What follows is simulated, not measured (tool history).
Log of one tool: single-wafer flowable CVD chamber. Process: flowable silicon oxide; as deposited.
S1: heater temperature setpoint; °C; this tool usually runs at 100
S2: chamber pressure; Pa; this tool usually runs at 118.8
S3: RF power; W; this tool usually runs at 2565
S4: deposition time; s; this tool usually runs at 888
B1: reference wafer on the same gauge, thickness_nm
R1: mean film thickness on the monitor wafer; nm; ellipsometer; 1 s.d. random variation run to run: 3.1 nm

| run | hour | S1 | S2 | S3 | S4 | B1 | R1 |
|---|---|---|---|---|---|---|---|
| 1 | 0.0 | 100 | 130.5 | 2565 | 888 | 555.247 | 838.248 |
| 2 | 9.2 | 100 | 95.9 | 2565 | 888 | 555.125 | 613.547 |
| 3 | 19.2 | 100 | 95.9 | 2565 | 888 | 555.867 | 613.876 |
|  | 28.5 | gauge calibrated |
| 4 | 29.4 | 100 | 95.9 | 2565 | 888 | 555.018 | 610.860 |
| 5 | 39.2 | 100 | 118.8 | 2565 | 888 | 556.589 | 767.350 |
| 6 | 54.2 | 100 | 118.8 | 2565 | 888 | 554.937 | 764.948 |
| 7 | 65.8 | 100 | 118.8 | 2565 | 888 | 556.085 | 763.707 |
| 8 | 83.0 | 100 | 118.8 | 2565 | 888 | 555.709 | 761.474 |
| 9 | 94.5 | 100 | 118.8 | 2565 | 888 | 555.778 | 756.399 |
|  | 124.9 | thermocouple changed; heater temperature recalibrated |
|  | 128.1 | RF generator calibrated |
|  | 139.4 | capacitance manometer re-zeroed and calibrated |
| 10 | 139.9 | 100 | 118.8 | 2565 | 888 | 555.219 | 491.249 |
| 11 | 147.7 | 100 | 118.8 | 2565 | 888 | 556.137 | 487.187 |
| 12 | 154.4 | 94 | 146.4 | 2300 | 888 | 557.067 | 737.286 |
| 13 | 168.2 | 100 | 118.8 | 3035 | 888 | 555.945 | 501.212 |

Run 14 has not been measured yet. What should we expect?
| 14 | 178.1 | 100 | 118.8 | 2565 | 888 | ? | ? |

{"run 14": {"B1": 556.147, "R1": 492.755}}
Take away the tool's hidden state, keep the run-to-run variation as it was, and the same run would have given R1 657.832 nm.
